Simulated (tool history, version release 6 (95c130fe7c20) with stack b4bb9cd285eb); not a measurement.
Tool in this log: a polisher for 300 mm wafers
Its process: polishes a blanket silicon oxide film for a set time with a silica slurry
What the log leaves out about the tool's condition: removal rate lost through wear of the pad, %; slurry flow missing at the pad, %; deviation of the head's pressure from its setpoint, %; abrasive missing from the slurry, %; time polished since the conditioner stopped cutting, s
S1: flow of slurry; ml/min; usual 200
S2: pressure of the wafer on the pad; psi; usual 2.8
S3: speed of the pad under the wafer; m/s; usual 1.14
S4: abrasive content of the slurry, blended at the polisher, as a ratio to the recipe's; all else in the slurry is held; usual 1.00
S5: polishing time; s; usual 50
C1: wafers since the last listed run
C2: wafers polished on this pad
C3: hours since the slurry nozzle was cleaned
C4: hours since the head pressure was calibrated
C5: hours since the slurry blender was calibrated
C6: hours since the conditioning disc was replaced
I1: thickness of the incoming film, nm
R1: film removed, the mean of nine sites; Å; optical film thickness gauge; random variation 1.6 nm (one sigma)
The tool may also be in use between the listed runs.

Run 1, hour 0.0: usual settings but S3 0.90 m/s; C1 0; C2 2684; C3 122.4; C4 245.0; C5 17.7; C6 440.1; I1 862.7. Result: R1 805 Å.
Run 2, hour 28.6: usual settings; C1 308; C2 2993; C3 151.0; C4 273.6; C5 46.3; C6 468.7; I1 871.0. Result: R1 931 Å.
Run 3, hour 94.0: usual settings but S1 260 ml/min, S3 1.34 m/s, S5 42 s; C1 706; C2 3699; C3 216.4; C4 339.0; C5 111.7; C6 534.1; I1 868.8. Result: R1 861 Å.
Run 4, hour 134.2: usual settings but S1 170 ml/min; C1 434; C2 4133; C3 256.6; C4 379.2; C5 151.9; C6 574.3; I1 870.6. Result: R1 883 Å.
At hour 174.9: conditioning disc replaced and pad reconditioned.
Run 5, hour 178.0: usual settings but S1 225 ml/min, S2 2.0 psi; C1 451; C2 4584; C3 300.4; C4 423.0; C5 195.7; C6 3.1; I1 873.6. Result: R1 768 Å.
At hour 194.8: worn pad replaced by a new one.
Run 6, hour 244.9: usual settings but S2 3.1 psi; C1 679; C2 540; C3 367.3; C4 489.9; C5 262.6; C6 70.0; I1 865.1. Result: R1 1143 Å.
Run 7, hour 285.5: usual settings but S1 160 ml/min, S2 3.7 psi, S3 1.34 m/s, S4 1.20; C1 438; C2 978; C3 407.9; C4 530.5; C5 303.2; C6 110.6; I1 877.5. Result: R1 1521 Å.
At hour 322.3: slurry nozzle cleaned.
Run 8, hour 330.5: usual settings but S1 155 ml/min, S4 1.25; C1 475; C2 1454; C3 8.2; C4 575.5; C5 348.2; C6 155.6; I1 861.0. Result: R1 1059 Å.
At hour 339.1: slurry blender recalibrated.
Run 9, hour 395.4: usual settings; C1 679; C2 2133; C3 73.1; C4 640.4; C5 56.3; C6 220.5; I1 863.9. Result: R1 983 Å.
Run 10, hour 466.9: usual settings but S4 1.10; C1 772; C2 2905; C3 144.6; C4 711.9; C5 127.8; C6 292.0; I1 876.9. Result: R1 995 Å.
Run 11, hour 536.4: usual settings; C1 750; C2 3655; C3 214.1; C4 781.4; C5 197.3; C6 361.5; I1 856.8. Result: R1 941 Å.
At hour 555.7: worn pad replaced by a new one.
Run 12, hour 603.7: usual settings but S1 245 ml/min, S3 1.52 m/s, S5 41 s; C1 683; C2 518; C3 281.4; C4 848.7; C5 264.6; C6 428.8; I1 881.8. Result: R1 972 Å.
Run 13, hour 632.8: usual settings but S1 235 ml/min; C1 314; C2 832; C3 310.5; C4 877.8; C5 293.7; C6 457.9; I1 873.5. Result: R1 940 Å.
Run 14, hour 660.6: usual settings but S2 2.4 psi, S4 0.80, S5 55 s; C1 300; C2 1133; C3 338.3; C4 905.6; C5 321.5; C6 485.7; I1 885.0. Result: R1 822 Å.
At hour 694.5: slurry nozzle cleaned.
Run 15, hour 703.9: usual settings; C1 456; C2 1589; C3 9.4; C4 948.9; C5 364.8; C6 529.0; I1 873.1. Result: R1 916 Å.
Run 16, hour 741.1: usual settings; C1 401; C2 1991; C3 46.6; C4 986.1; C5 402.0; C6 566.2; I1 858.0. Result: R1 890 Å.
At hour 763.4: slurry blender recalibrated.
Run 17, hour 771.0: usual settings but S1 135 ml/min, S3 1.54 m/s, S4 1.20, S5 68 s; C1 301; C2 2292; C3 76.5; C4 1016.0; C5 7.6; C6 596.1; I1 864.1. Result: R1 1508 Å.
At hour 789.1: conditioning disc replaced and pad reconditioned.
At hour 808.9: head pressure recalibrated.
Run 18, hour 830.7: usual settings; C1 601; C2 2894; C3 136.2; C4 21.8; C5 67.3; C6 41.6; I1 873.1. Result: R1 1053 Å.
Run 19, hour 893.6: usual settings but S2 2.2 psi; C1 679; C2 3573; C3 199.1; C4 84.7; C5 130.2; C6 104.5; I1 889.7. Result: R1 825 Å.
At hour 935.3: worn pad replaced by a new one.
Run 20, hour 957.9: usual settings but S2 2.2 psi, S5 64 s; C1 651; C2 243; C3 263.4; C4 149.0; C5 194.5; C6 168.8; I1 870.4. Result: R1 1057 Å.
Run 21, hour 1009.0: usual settings but S2 2.4 psi, S3 1.00 m/s; C1 551; C2 795; C3 314.5; C4 200.1; C5 245.6; C6 219.9; I1 862.8. Result: R1 782 Å.

Forecast run 22:
At hour 1088.4: slurry nozzle cleaned.
Run 22, hour 1106.2: usual settings but S1 145 ml/min, S4 1.25, S5 67 s; C1 1038; C2 1834; C3 17.8; C4 297.3; C5 342.8; C6 317.1; I1 857.5. Result: R1 ?.

R1: 1350 Å
On a tool with no hidden condition, and with the same random variation, this run would have come out at R1 1478 Å.
